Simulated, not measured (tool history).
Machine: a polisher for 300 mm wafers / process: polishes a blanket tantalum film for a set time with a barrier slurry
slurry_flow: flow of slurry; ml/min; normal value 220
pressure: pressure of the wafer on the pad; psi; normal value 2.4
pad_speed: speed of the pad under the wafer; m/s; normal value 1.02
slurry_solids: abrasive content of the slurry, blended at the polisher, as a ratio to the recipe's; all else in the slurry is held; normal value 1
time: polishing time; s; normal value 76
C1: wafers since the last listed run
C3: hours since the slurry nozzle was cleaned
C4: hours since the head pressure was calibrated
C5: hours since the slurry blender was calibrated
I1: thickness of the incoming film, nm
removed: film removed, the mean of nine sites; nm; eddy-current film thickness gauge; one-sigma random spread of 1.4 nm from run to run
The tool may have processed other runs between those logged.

Run 1, hour 0: usual settings but time 86 s; C1 0; wafers polished on this pad 309; C3 323.1; C4 849.8; C5 195.5; I1 459.1. Result: removed 148.8 nm.
Run 2, hour 11.7: usual settings but pad_speed 0.84 m/s; C1 66; wafers polished on this pad 375; C3 334.8; C4 861.5; C5 207.2; I1 457.5. Result: removed 117.7 nm.
Run 3, hour 20.5: usual settings but pad_speed 0.84 m/s; C1 50; wafers polished on this pad 425; C3 343.6; C4 870.3; C5 216; I1 463. Result: removed 117.8 nm.
Run 4, hour 28.3: usual settings but pad_speed 0.84 m/s; C1 44; wafers polished on this pad 470; C3 351.4; C4 878.1; C5 223.8; I1 459.3. Result: removed 117.9 nm.
Run 5, hour 40.7: usual settings; C1 70; wafers polished on this pad 540; C3 363.8; C4 890.5; C5 236.2; I1 458.5. Result: removed 129.5 nm.
Run 6, hour 56.1: usual settings; C1 87; wafers polished on this pad 628; C3 379.2; C4 905.9; C5 251.6; I1 461.4. Result: removed 128.5 nm.
Run 7, hour 72.5: usual settings but pad_speed 1.14 m/s; C1 93; wafers polished on this pad 721; C3 395.6; C4 922.3; C5 268; I1 466.6. Result: removed 136.6 nm.
Run 8, hour 89.5: usual settings but pad_speed 1.24 m/s, slurry_solids 1.2; C1 96; wafers polished on this pad 818; C3 412.6; C4 939.3; C5 285; I1 452.4. Result: removed 150.3 nm.
At hour 93.4: slurry blender recalibrated.
Run 9, hour 98.1: usual settings but pad_speed 1.24 m/s, slurry_solids 1.2; C1 37; wafers polished on this pad 855; C3 421.2; C4 947.9; C5 4.7; I1 455.1. Result: removed 162.1 nm.
Run 10, hour 108.3: usual settings but pressure 2.6 psi; C1 57; wafers polished on this pad 913; C3 431.4; C4 958.1; C5 14.9; I1 464.2. Result: removed 150.4 nm.
At hour 110.1: slurry nozzle cleaned.
Run 11, hour 123.9: usual settings; C1 82; wafers polished on this pad 996; C3 13.8; C4 973.7; C5 30.5; I1 458.1. Result: removed 137.8 nm.
Run 12, hour 136.2: usual settings; C1 69; wafers polished on this pad 1066; C3 26.1; C4 986; C5 42.8; I1 458.4. Result: removed 139.6 nm.
Run 13, hour 147.9: usual settings but slurry_flow 150 ml/min, time 96 s; C1 66; wafers polished on this pad 1132; C3 37.8; C4 997.7; C5 54.5; I1 459.2. Result: removed 165.6 nm.
Run 14, hour 157.1: usual settings but pressure 1.8 psi, pad_speed 1.34 m/s; C1 52; wafers polished on this pad 1185; C3 47; C4 1006.9; C5 63.7; I1 455. Result: removed 124 nm.
Run 15, hour 174.3: usual settings but pad_speed 0.74 m/s; C1 97; wafers polished on this pad 1282; C3 64.2; C4 1024.1; C5 80.9; I1 457.7. Result: removed 115.2 nm.
Run 16, hour 181.3: usual settings but pad_speed 1.24 m/s, slurry_solids 1.2; C1 39; wafers polished on this pad 1322; C3 71.2; C4 1031.1; C5 87.9; I1 465. Result: removed 162.2 nm.
At hour 185.6: head pressure recalibrated.
At hour 188.7: worn pad replaced by a new one.
Run 17, hour 194.2: usual settings but pressure 1.8 psi, pad_speed 1.34 m/s; C1 44; wafers polished on this pad 31; C3 84.1; C4 8.6; C5 100.8; I1 464.2. Result: removed 120.3 nm.
Run 18, hour 202.5: usual settings but slurry_flow 270 ml/min, pad_speed 1.34 m/s; C1 47; wafers polished on this pad 78; C3 92.4; C4 16.9; C5 109.1; I1 461.5. Result: removed 162.1 nm.
Run 19, hour 218: usual settings but pad_speed 1.34 m/s; C1 88; wafers polished on this pad 166; C3 107.9; C4 32.4; C5 124.6; I1 458.2. Result: removed 157.3 nm.
Run 20, hour 230.1: usual settings but pad_speed 1.38 m/s, time 86 s; C1 68; wafers polished on this pad 235; C3 120; C4 44.5; C5 136.7; I1 460.7. Result: removed 184.8 nm.
Run 21, hour 243: usual settings but slurry_flow 245 ml/min, pressure 3.1 psi, slurry_solids 1.1, time 50 s; C1 73; wafers polished on this pad 308; C3 132.9; C4 57.4; C5 149.6; I1 460.7. Result: removed 117.8 nm.
Run 22, hour 279.6: usual settings but slurry_flow 180 ml/min, pad_speed 0.92 m/s, slurry_solids 0.75, time 55 s; C1 208; wafers polished on this pad 516; C3 169.5; C4 94; C5 186.2; I1 458.5. Result: removed 79.2 nm.
Run 23, hour 291: usual settings but slurry_flow 195 ml/min, pressure 3.1 psi, pad_speed 0.88 m/s; C1 64; wafers polished on this pad 581; C3 180.9; C4 105.4; C5 197.6; I1 454.4. Result: removed 151.2 nm.

What if the next run were any one of these 3? Each begins from the tool's condition after run 23:
Run A, hour 291.5: usual settings but pressure 2.9 psi; C1 2; wafers polished on this pad 584; C3 181.4; C4 105.9; C5 198.1; I1 458.7. Result: removed ?.
Run B, hour 291.5: usual settings but slurry_flow 280 ml/min, pressure 3 psi, slurry_solids 0.8, time 58 s; C1 2; wafers polished on this pad 584; C3 181.4; C4 105.9; C5 198.1; I1 458.7. Result: removed ?.
Run C, hour 291.5: usual settings but slurry_solids 1.15; C1 2; wafers polished on this pad 584; C3 181.4; C4 105.9; C5 198.1; I1 458.7. Result: removed ?.

run  removed
  A    159.7
  B    119.2
  C    138.3
With no hidden state in the tool, these same runs would have given:
run  removed
  A      172
  B      130
  C      148
